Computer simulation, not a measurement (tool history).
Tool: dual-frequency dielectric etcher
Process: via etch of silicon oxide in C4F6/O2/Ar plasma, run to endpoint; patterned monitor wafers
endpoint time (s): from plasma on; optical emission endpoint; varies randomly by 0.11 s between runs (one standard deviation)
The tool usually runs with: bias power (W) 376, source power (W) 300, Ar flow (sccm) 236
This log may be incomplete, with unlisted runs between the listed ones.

run,hour,bias power (W),source power (W),Ar flow (sccm),wafers since the last listed run,hours since the last wet clean,hours since the last bias power generator calibration,hours since the last source power generator calibration,hours since the last Ar flow controller change,hours since the last upper electrode change,"incoming incoming film thickness, nm",endpoint time (s)
1,0.0,376,300,236,0,517.4,3414.7,3143.0,3508.3,3481.0,87.4,24.2
2,54.0,302,300,236,901,571.4,3468.7,3197.0,3562.3,3535.0,87.9,26.5
# hour 83.6: wet clean of the chamber
3,99.5,302,300,236,358,15.9,3514.2,3242.5,3607.8,3580.5,87.8,27.0
4,166.8,302,300,236,1123,83.2,3581.5,3309.8,3675.1,3647.8,86.5,26.6
5,225.2,376,300,236,975,141.6,3639.9,3368.2,3733.5,3706.2,89.1,25.2
6,259.2,376,300,236,567,175.6,3673.9,3402.2,3767.5,3740.2,88.5,25.1
7,314.5,376,300,236,923,230.9,3729.2,3457.5,3822.8,3795.5,87.9,24.7
8,346.9,376,300,249,540,263.3,3761.6,3489.9,3855.2,3827.9,86.9,24.6
9,384.5,376,300,249,627,300.9,3799.2,3527.5,3892.8,3865.5,87.4,24.9
10,413.6,376,300,236,485,330.0,3828.3,3556.6,3921.9,3894.6,86.4,24.2
# hour 504.5: source power generator calibrated
11,563.7,376,300,236,2439,480.1,3978.4,59.2,4072.0,4044.7,87.0,24.1
12,610.5,376,300,236,781,526.9,4025.2,106.0,4118.8,4091.5,88.0,24.2
# hour 723.2: wet clean of the chamber
13,790.3,376,300,236,2601,67.1,4205.0,285.8,4298.6,4271.3,88.0,25.2
14,815.5,297,360,276,420,92.3,4230.2,311.0,4323.8,4296.5,87.2,26.3
# hour 886.2: upper electrode replaced
15,886.7,376,270,293,788,163.5,4301.4,382.2,4395.0,0.5,88.2,26.7
16,924.5,286,330,273,631,201.3,4339.2,420.0,4432.8,38.3,87.2,27.1
17,980.2,376,300,178,929,257.0,4394.9,475.7,4488.5,94.0,87.9,23.8
# hour 987.4: bias power generator calibrated
18,1050.3,297,350,278,1103,327.1,62.9,545.8,4558.6,164.1,87.9,26.3
19,1074.7,376,260,195,407,351.5,87.3,570.2,4583.0,188.5,86.5,24.7
20,1140.4,376,380,236,1096,417.2,153.0,635.9,4648.7,254.2,88.0,23.1
# hour 1180.4: Ar flow controller replaced
21,1198.8,376,300,236,874,475.6,211.4,694.3,18.4,312.6,87.2,24.1
# hour 1238.8: wet clean of the chamber
22,1239.3,456,240,274,275,0.5,251.9,734.8,58.9,353.1,88.3,25.2
23,1297.3,376,300,287,968,58.5,309.9,792.8,116.9,411.1,87.5,25.3
24,1362.1,376,300,236,1081,123.3,374.7,857.6,181.7,475.9,88.0,24.8
25,1428.0,376,260,253,1100,189.2,440.6,923.5,247.6,541.8,87.8,26.0
26,1495.6,376,260,253,1128,256.8,508.2,991.1,315.2,609.4,87.0,25.7

Measured less the same run without the tool's hidden state. The same run-to-run variation is in both; the gauge's scatter may not be:
The tool's hidden condition here consists of: etch rate over this chamber's usual, %; bias power that arrives over what is set, %; source power that arrives over what is set, %; Ar flow that arrives over what is set, %.
run,endpoint time (s)
1,-0.7
2,-0.8
3,+0.0
4,-0.1
5,-0.2
6,-0.2
7,-0.4
8,-0.4
9,-0.4
10,-0.5
11,-0.7
12,-0.7
13,+0.1
14,+0.0
15,-0.1
16,-0.2
17,-0.3
18,-0.4
19,-0.4
20,-0.4
21,-0.5
22,-0.2
23,-0.2
24,-0.3
25,-0.4
26,-0.5
